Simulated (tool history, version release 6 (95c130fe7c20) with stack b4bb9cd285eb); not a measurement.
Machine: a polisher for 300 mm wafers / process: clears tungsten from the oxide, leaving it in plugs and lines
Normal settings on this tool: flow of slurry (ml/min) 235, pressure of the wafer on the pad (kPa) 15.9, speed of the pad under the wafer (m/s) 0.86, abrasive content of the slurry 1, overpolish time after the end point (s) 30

run,hour,flow of slurry (ml/min),pressure of the wafer on the pad (kPa),speed of the pad under the wafer (m/s),abrasive content of the slurry,overpolish time after the end point (s),wafers since the last listed run,wafers polished on this pad,hours since the slurry nozzle was cleaned,hours since the head pressure was calibrated,hours since the slurry blender was calibrated,hours since the slurry got fresh peroxide,"incoming thickness of the incoming film, nm",time until the end point was called (s)
1,0,235,15.9,1.04,1,30,0,387,74.1,358.5,118,5.5,308.7,109.3
2,43.7,235,15.9,1.04,1,30,300,688,117.8,402.2,161.7,49.2,302.6,108
# hour 68.9: slurry blender recalibrated
# hour 81.3: worn pad replaced by a new one
# hour 81.8: head pressure recalibrated
3,105.7,235,15.9,1.04,1,30,381,164,179.8,23.9,36.8,111.2,305.6,109.2
4,134.2,235,15.9,0.86,1,30,196,360,208.3,52.4,65.3,139.7,302.1,120.4
# hour 147.1: slurry nozzle cleaned
# hour 161.9: slurry tank refilled with fresh slurry and peroxide
5,192.2,235,15.9,0.86,1,30,385,745,45.1,110.4,123.3,30.3,305.5,125.2
6,233.3,235,15.9,0.86,1,30,282,1028,86.2,151.5,164.4,71.4,301.5,121.7
# hour 241.6: worn pad replaced by a new one
# hour 270.4: slurry blender recalibrated
7,302.8,265,15.9,0.86,1,30,436,407,155.7,221,32.4,140.9,304.1,119.7
# hour 363.6: slurry tank refilled with fresh slurry and peroxide
8,364.1,265,15.9,0.86,1,30,414,822,217,282.3,93.7,0.5,310.5,122.1
# hour 370.8: slurry nozzle cleaned
# hour 407: worn pad replaced by a new one
# hour 422.8: head pressure recalibrated
9,432.2,235,18.6,0.86,1,18,420,159,61.4,9.4,161.8,68.6,304,103.2
10,483.7,285,13.8,1.08,1,30,354,514,112.9,60.9,213.3,120.1,304.7,120.5
# hour 492.7: slurry blender recalibrated
11,514.4,305,10.3,0.76,1,18,197,711,143.6,91.6,21.7,150.8,302.6,192.5
# hour 544.3: slurry tank refilled with fresh slurry and peroxide
12,544.7,235,15.9,1.14,1,30,201,913,173.9,121.9,52,0.4,307,105.2
# hour 587.5: worn pad replaced by a new one
# hour 606.9: slurry nozzle cleaned
13,610.2,235,15.9,0.86,1,30,416,149,3.3,187.4,117.5,65.9,311,126.2
14,660,195,11,0.78,1,41,342,492,53.1,237.2,167.3,115.7,301.6,188.1
15,686.9,310,15.9,0.86,1,30,185,677,80,264.1,194.2,142.6,308.2,120
# hour 709: slurry tank refilled with fresh slurry and peroxide
# hour 719.7: slurry blender recalibrated
16,743.2,235,15.9,0.86,1,30,366,1044,136.3,320.4,23.5,34.2,300.2,122
# hour 750.8: worn pad replaced by a new one
# hour 790.4: head pressure recalibrated
17,790.9,235,15.9,0.86,1,35,286,262,184,0.5,71.2,81.9,303.6,123.6

Here are 4 independent what-if runs from the current tool condition. What would each one return?
A,791.4,235,15.9,0.66,1,30,3,265,184.5,1,71.7,82.4,299,?
B,791.4,180,10.3,0.86,1,30,3,265,184.5,1,71.7,82.4,299,?
C,791.4,235,15.9,0.76,1,36,3,265,184.5,1,71.7,82.4,299,?
D,791.4,300,15.9,0.74,1,30,3,265,184.5,1,71.7,82.4,299,?

run,time until the end point was called (s)
A,139
B,189.6
C,128.6
D,127.5
What these runs would have given with no unlogged condition in the tool:
run,time until the end point was called (s)
A,139
B,189.6
C,128.6
D,127.5
